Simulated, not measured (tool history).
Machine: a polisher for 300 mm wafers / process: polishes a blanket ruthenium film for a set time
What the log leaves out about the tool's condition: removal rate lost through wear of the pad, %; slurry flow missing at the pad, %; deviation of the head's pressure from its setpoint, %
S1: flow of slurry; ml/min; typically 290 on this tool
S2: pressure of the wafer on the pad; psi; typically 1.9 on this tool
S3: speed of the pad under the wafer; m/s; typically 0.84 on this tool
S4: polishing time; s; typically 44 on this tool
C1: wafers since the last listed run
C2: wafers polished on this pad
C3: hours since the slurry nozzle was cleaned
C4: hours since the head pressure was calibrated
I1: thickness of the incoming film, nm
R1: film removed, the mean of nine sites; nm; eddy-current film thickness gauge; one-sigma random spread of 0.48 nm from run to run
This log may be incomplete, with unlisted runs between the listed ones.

run,day,S1,S2,S3,S4,C1,C2,C3,C4,I1,R1
1,0,290,1.9,0.84,55,0,979,563,1111,424,43.2
2,0.492,290,1.9,0.84,44,70,1050,574.8,1122.8,416.1,33.3
# day 1.208: worn pad replaced by a new one
3,1.229,290,1.9,0.9,44,82,3,592.5,1140.5,421,35.2
4,1.592,290,1.9,0.9,44,52,55,601.2,1149.2,429.1,35.9
5,2.088,290,1.9,0.9,44,71,127,613.1,1161.1,416.4,36.3
6,2.571,290,1.9,0.84,44,69,196,624.7,1172.7,426.1,34
7,3.146,290,1.9,0.84,44,83,279,638.5,1186.5,422.3,34.4
8,3.85,290,1.9,0.84,41,101,381,655.4,1203.4,419.6,32.3
9,4.208,290,1.9,0.84,41,51,433,664,1212,414.8,31.8
10,4.675,290,1.9,0.84,41,67,500,675.2,1223.2,422.2,31.6
11,5.154,290,1.9,0.84,44,69,569,686.7,1234.7,423.9,34.9
12,5.408,290,1.9,0.84,44,36,606,692.8,1240.8,413.4,34.3
13,5.662,290,1.9,0.84,44,36,643,698.9,1246.9,425.7,34.9
14,5.958,290,1.4,1.06,44,42,685,706,1254,419.7,29.8
# day 8.225: worn pad replaced by a new one
# day 8.229: slurry nozzle cleaned
15,8.246,290,1.9,0.84,44,305,2,0.4,1308.9,418.1,34.3
16,8.733,290,1.9,0.84,44,70,72,12.1,1320.6,423.4,34.2
17,9.154,345,2.6,0.84,44,60,133,22.2,1330.7,421.2,49
18,9.567,315,1.9,0.92,38,59,192,32.1,1340.6,415.3,31.9
# day 9.962: head pressure recalibrated
19,10.021,290,1.9,0.84,44,53,246,43,1.4,417.8,34.2
20,10.408,250,2.4,0.62,33,55,302,52.3,10.7,421.8,26.5
21,10.667,365,1.3,0.76,52,37,339,58.5,16.9,416.6,26.6
22,11.4,290,1.9,0.84,44,105,445,76.1,34.5,427.9,34.9
23,11.746,290,1.9,0.84,44,49,495,84.4,42.8,415.6,33.7
24,12.258,385,2.1,0.94,44,73,569,96.7,55.1,422.4,41.5
25,12.854,290,1.9,0.64,44,86,655,111,69.4,422,29.1
26,13.562,200,1.9,1.08,57,102,757,128,86.4,423.1,49.7
27,14.867,290,1.9,0.84,44,188,946,159.3,117.7,418.7,35
28,15.258,195,2.2,0.84,44,56,1002,168.7,127.1,418.8,38.2
29,15.596,215,1.9,0.74,31,48,1051,176.8,135.2,416,21.9

5 options for the next run, each taken on its own from the tool as it stands now. Forecast them:
A,15.612,290,1.9,0.84,44,2,1053,177.2,135.6,420.2,?
B,15.612,240,1.9,0.6,44,2,1053,177.2,135.6,420.2,?
C,15.612,200,2.2,1.04,30,2,1053,177.2,135.6,420.2,?
D,15.612,290,1.9,0.84,32,2,1053,177.2,135.6,420.2,?
E,15.612,290,1.9,0.84,35,2,1053,177.2,135.6,420.2,?

run,R1
A,34.5
B,27.4
C,30
D,25.1
E,27.4
With no hidden state in the tool, these same runs would have given:
run,R1
A,34.5
B,27.4
C,30
D,25.1
E,27.4
